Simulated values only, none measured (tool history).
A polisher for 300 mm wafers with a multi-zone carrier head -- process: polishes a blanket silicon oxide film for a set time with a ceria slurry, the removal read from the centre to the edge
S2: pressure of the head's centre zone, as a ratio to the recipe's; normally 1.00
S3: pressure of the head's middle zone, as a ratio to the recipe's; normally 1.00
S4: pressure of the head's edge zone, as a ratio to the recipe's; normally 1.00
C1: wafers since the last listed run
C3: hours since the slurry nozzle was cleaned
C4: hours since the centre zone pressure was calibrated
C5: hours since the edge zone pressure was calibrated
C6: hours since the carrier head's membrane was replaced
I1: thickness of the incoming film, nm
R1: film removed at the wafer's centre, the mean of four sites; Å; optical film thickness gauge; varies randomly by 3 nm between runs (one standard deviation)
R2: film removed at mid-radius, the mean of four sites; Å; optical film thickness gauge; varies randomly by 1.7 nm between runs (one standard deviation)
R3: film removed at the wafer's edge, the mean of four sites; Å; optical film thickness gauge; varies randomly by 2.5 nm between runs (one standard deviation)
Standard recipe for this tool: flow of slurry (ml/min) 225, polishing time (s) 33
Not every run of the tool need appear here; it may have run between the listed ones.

Run 1, hour 0.0: usual settings; C1 0; wafers polished on this pad 16; C3 130.5; C4 517.8; C5 1373.5; C6 568.0; I1 1484.1. Result: R1 1982 Å, R2 1999 Å, R3 1932 Å.
Run 2, hour 18.0: usual settings; C1 154; wafers polished on this pad 171; C3 148.5; C4 535.8; C5 1391.5; C6 586.0; I1 1497.2. Result: R1 1917 Å, R2 1862 Å, R3 1825 Å.
Run 3, hour 25.6: usual settings but S3 1.09, S4 1.06; C1 65; wafers polished on this pad 236; C3 156.1; C4 543.4; C5 1399.1; C6 593.6; I1 1511.5. Result: R1 1878 Å, R2 1985 Å, R3 1873 Å.
Run 4, hour 32.3: usual settings; C1 57; wafers polished on this pad 294; C3 162.8; C4 550.1; C5 1405.8; C6 600.3; I1 1487.4. Result: R1 1842 Å, R2 1792 Å, R3 1815 Å.
Run 5, hour 38.7: usual settings; C1 55; wafers polished on this pad 349; C3 169.2; C4 556.5; C5 1412.2; C6 606.7; I1 1484.4. Result: R1 1824 Å, R2 1799 Å, R3 1758 Å.
Run 6, hour 50.3: usual settings; C1 99; wafers polished on this pad 449; C3 180.8; C4 568.1; C5 1423.8; C6 618.3; I1 1495.6. Result: R1 1794 Å, R2 1792 Å, R3 1750 Å.
Run 7, hour 64.3: usual settings but flow of slurry (ml/min) 170; C1 120; wafers polished on this pad 569; C3 194.8; C4 582.1; C5 1437.8; C6 632.3; I1 1493.2. Result: R1 1732 Å, R2 1729 Å, R3 1714 Å.
Run 8, hour 76.6: usual settings but flow of slurry (ml/min) 170; C1 105; wafers polished on this pad 675; C3 207.1; C4 594.4; C5 1450.1; C6 644.6; I1 1514.3. Result: R1 1724 Å, R2 1723 Å, R3 1708 Å.
Run 9, hour 90.0: usual settings; C1 115; wafers polished on this pad 790; C3 220.5; C4 607.8; C5 1463.5; C6 658.0; I1 1457.3. Result: R1 1761 Å, R2 1741 Å, R3 1742 Å.
At hour 100.1: centre zone pressure recalibrated.
At hour 104.7: worn pad replaced by a new one.
Run 10, hour 105.2: usual settings but S3 0.92; C1 79; wafers polished on this pad 3; C3 235.7; C4 5.1; C5 1478.7; C6 673.2; I1 1484.7. Result: R1 1975 Å, R2 1866 Å, R3 1927 Å.
Run 11, hour 111.9: usual settings but S4 0.91, polishing time (s) 24; C1 57; wafers polished on this pad 61; C3 242.4; C4 11.8; C5 1485.4; C6 679.9; I1 1488.8. Result: R1 1434 Å, R2 1409 Å, R3 1296 Å.
Run 12, hour 128.6: usual settings but S3 1.08; C1 143; wafers polished on this pad 205; C3 259.1; C4 28.5; C5 1502.1; C6 696.6; I1 1489.8. Result: R1 1900 Å, R2 1940 Å, R3 1824 Å.
Run 13, hour 145.6: usual settings but S2 0.91, S3 0.90, S4 1.08; C1 146; wafers polished on this pad 351; C3 276.1; C4 45.5; C5 1519.1; C6 713.6; I1 1512.6. Result: R1 1659 Å, R2 1649 Å, R3 1812 Å.
Run 14, hour 157.4: usual settings but S4 1.08; C1 101; wafers polished on this pad 452; C3 287.9; C4 57.3; C5 1530.9; C6 725.4; I1 1507.5. Result: R1 1794 Å, R2 1797 Å, R3 1811 Å.
Run 15, hour 173.7: usual settings but flow of slurry (ml/min) 280, S4 0.92; C1 140; wafers polished on this pad 593; C3 304.2; C4 73.6; C5 1547.2; C6 741.7; I1 1485.3. Result: R1 1852 Å, R2 1790 Å, R3 1736 Å.
At hour 179.2: slurry nozzle cleaned.
Run 16, hour 189.5: usual settings but flow of slurry (ml/min) 300, S3 1.06; C1 127; wafers polished on this pad 720; C3 10.3; C4 89.4; C5 1563.0; C6 757.5; I1 1466.8. Result: R1 1854 Å, R2 1872 Å, R3 1762 Å.
At hour 191.6: edge zone pressure recalibrated.
At hour 194.4: worn pad replaced by a new one.
Run 17, hour 199.2: usual settings but flow of slurry (ml/min) 175, S4 1.04, polishing time (s) 38; C1 42; wafers polished on this pad 41; C3 20.0; C4 99.1; C5 7.6; C6 767.2; I1 1512.4. Result: R1 2293 Å, R2 2285 Å, R3 2289 Å.
At hour 207.8: carrier head's membrane replaced by a new one.
Run 18, hour 237.8: usual settings; C1 289; wafers polished on this pad 330; C3 58.6; C4 137.7; C5 46.2; C6 30.0; I1 1470.3. Result: R1 1805 Å, R2 1851 Å, R3 1777 Å.
Run 19, hour 249.1: usual settings but S2 1.12, S3 0.90; C1 97; wafers polished on this pad 427; C3 69.9; C4 149.0; C5 57.5; C6 41.3; I1 1492.7. Result: R1 1998 Å, R2 1667 Å, R3 1781 Å.
Run 20, hour 261.0: usual settings but S4 1.06; C1 102; wafers polished on this pad 530; C3 81.8; C4 160.9; C5 69.4; C6 53.2; I1 1504.1. Result: R1 1818 Å, R2 1832 Å, R3 1816 Å.
Run 21, hour 270.1: usual settings but S3 1.06; C1 78; wafers polished on this pad 608; C3 90.9; C4 170.0; C5 78.5; C6 62.3; I1 1471.0. Result: R1 1848 Å, R2 1876 Å, R3 1804 Å.
At hour 287.6: worn pad replaced by a new one.
Run 22, hour 313.1: usual settings; C1 335; wafers polished on this pad 219; C3 133.9; C4 213.0; C5 121.5; C6 105.3; I1 1469.1. Result: R1 1863 Å, R2 1869 Å, R3 1824 Å.
Run 23, hour 326.9: usual settings but flow of slurry (ml/min) 185; C1 118; wafers polished on this pad 337; C3 147.7; C4 226.8; C5 135.3; C6 119.1; I1 1508.0. Result: R1 1857 Å, R2 1772 Å, R3 1811 Å.

Alternative continuations, all from the tool just after run 23; predict every row:
Run A, hour 327.3: usual settings; C1 3; wafers polished on this pad 341; C3 148.1; C4 227.2; C5 135.7; C6 119.5; I1 1485.8. Result: R1 ?, R2 ?, R3 ?.
Run B, hour 327.3: usual settings but S4 0.91, polishing time (s) 40; C1 3; wafers polished on this pad 341; C3 148.1; C4 227.2; C5 135.7; C6 119.5; I1 1485.8. Result: R1 ?, R2 ?, R3 ?.
Run C, hour 327.3: usual settings but flow of slurry (ml/min) 265; C1 3; wafers polished on this pad 341; C3 148.1; C4 227.2; C5 135.7; C6 119.5; I1 1485.8. Result: R1 ?, R2 ?, R3 ?.

run    R1    R2    R3
  A  1865  1806  1738
  B  2261  2190  2015
  C  1891  1829  1755
With no hidden state in the tool, these same runs would have given:
run    R1    R2    R3
  A  2071  2006  1930
  B  2510  2432  2238
  C  2100  2031  1949
